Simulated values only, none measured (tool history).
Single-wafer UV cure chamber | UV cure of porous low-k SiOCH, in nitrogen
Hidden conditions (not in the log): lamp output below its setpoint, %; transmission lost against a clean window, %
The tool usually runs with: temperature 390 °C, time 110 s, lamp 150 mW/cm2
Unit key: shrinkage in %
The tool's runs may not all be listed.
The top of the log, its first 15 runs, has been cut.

run	day	temperature	time	lamp	wafers since the last listed run	hours since the UV bulbs were replaced	wafers since the quartz window was cleaned	shrinkage
16	9.421	390	110	176	69	33.4	185	11.143
17	9.946	382	60	164	62	46.0	247	8.065
18	10.533	400	60	173	69	60.1	317	8.503
19	11.150	390	110	113	72	74.9	390	8.916
20	11.417	395	110	139	31	81.3	421	10.073
21	11.829	375	60	120	48	91.2	470	6.472
22	12.338	390	110	150	60	103.4	530	10.206
23	12.875	410	125	163	63	116.3	593	11.411
24	13.133	390	110	150	30	122.5	624	10.215
25	13.633	400	145	130	59	134.5	683	11.037
26	14.308	380	140	176	79	150.7	763	11.429
27	14.742	407	110	162	51	161.1	814	10.766
28	15.379	390	110	150	75	176.4	889	10.109
29	15.650	390	110	150	31	182.9	921	10.342
30	16.067	384	160	166	49	192.9	970	12.298
31	16.804	395	110	139	87	210.6	1057	10.020
32	17.242	390	110	150	51	221.1	1109	10.277

5 ways to go on from here, each from the tool as it stands after run 32. What would each give?
A	17.262	390	110	150	2	221.6	1112	?
B	17.262	377	160	150	2	221.6	1112	?
C	17.262	409	140	150	2	221.6	1112	?
D	17.262	408	90	164	2	221.6	1112	?
E	17.262	384	145	188	2	221.6	1112	?

run	shrinkage
A	10.262
B	11.670
C	11.635
D	10.082
E	12.370
The same runs, with their run-to-run variation unchanged, on a tool lacking any hidden condition would have given:
run	shrinkage
A	10.365
B	11.777
C	11.742
D	10.184
E	12.479
